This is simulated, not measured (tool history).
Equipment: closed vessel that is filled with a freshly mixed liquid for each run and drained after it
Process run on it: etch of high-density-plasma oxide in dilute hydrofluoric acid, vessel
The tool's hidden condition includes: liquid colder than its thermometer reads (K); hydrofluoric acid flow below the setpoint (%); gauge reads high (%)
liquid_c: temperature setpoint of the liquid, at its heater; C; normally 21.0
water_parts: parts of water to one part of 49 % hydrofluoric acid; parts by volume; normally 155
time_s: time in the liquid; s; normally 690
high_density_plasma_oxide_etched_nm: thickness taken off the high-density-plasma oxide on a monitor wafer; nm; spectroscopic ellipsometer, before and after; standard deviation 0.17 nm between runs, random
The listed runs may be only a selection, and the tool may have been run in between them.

run,day,liquid_c,water_parts,time_s,wafers since the last listed run,hours since the thermometer was replaced,hours since the hydrofluoric acid flow meter was replaced,hours since the gauge calibration,"read-back film thickness of the high-density-plasma oxide reference wafer, read on the same gauge (nm)",high_density_plasma_oxide_etched_nm
1,0.000,17.5,155,690,0,2561.2,595.6,242.0,39.98,16.10
2,1.096,17.5,155,690,1763,2587.5,621.9,268.3,40.00,16.14
3,8.450,17.5,155,690,11833,2764.0,798.4,444.8,40.01,16.22
4,10.462,21.0,155,690,3238,2812.3,846.7,493.1,39.99,18.23
5,13.183,21.0,155,690,4378,2877.6,912.0,558.4,40.01,18.61
6,15.121,21.0,155,690,3117,2924.1,958.5,604.9,39.97,18.44
# day 16.917: hydrofluoric acid flow meter replaced
7,17.000,21.0,155,690,2956,2969.2,2.0,650.0,39.98,18.49
8,19.633,21.0,155,690,4237,3032.4,65.2,713.2,40.00,18.31
9,21.012,21.0,155,690,2219,3065.5,98.3,746.3,39.98,18.48
# day 23.029: gauge calibrated
10,23.312,25.0,155,825,3700,3120.7,153.5,6.8,39.99,25.84
# day 24.750: thermometer replaced
11,25.379,21.0,155,690,3258,15.1,203.1,56.4,40.01,19.79
12,28.183,21.0,190,505,4512,82.4,270.4,123.7,40.03,11.48
13,30.996,21.0,190,905,4525,149.9,337.9,191.2,39.99,20.39
14,33.017,21.0,155,690,3251,198.4,386.4,239.7,40.01,19.68
15,35.808,21.0,210,690,4491,265.4,453.4,306.7,40.00,13.77
16,37.562,17.0,220,1025,2822,307.5,495.5,348.8,40.00,16.55
17,40.104,21.0,155,375,4089,368.5,556.5,409.8,40.02,10.79
18,41.921,21.0,230,440,2923,412.1,600.1,453.4,40.01,7.82
19,43.575,21.0,215,805,2661,451.8,639.8,493.1,40.00,15.54
20,46.504,25.5,85,840,4713,522.1,710.1,563.4,39.99,55.92

Some steps in high_density_plasma_oxide_etched_nm between neighbouring runs. How much of each would the tool show without its hidden state too (settings, what came in, random variation), and how much is left for the hidden state, with any gauge scatter that isn't in both results?
Run 10 -> 11: liquid_c 25.0 -> 21.0, time_s 825 -> 690, thermometer replaced. high_density_plasma_oxide_etched_nm -6.05 nm: hidden state +2.39, all else -8.44.
Run 12 -> 13: time_s 505 -> 905. high_density_plasma_oxide_etched_nm +8.91 nm: hidden state -0.26, all else +9.17.
Run 19 -> 20: liquid_c 21.0 -> 25.5, water_parts 215 -> 85, time_s 805 -> 840. high_density_plasma_oxide_etched_nm +40.38 nm: hidden state -1.69, all else +42.07.
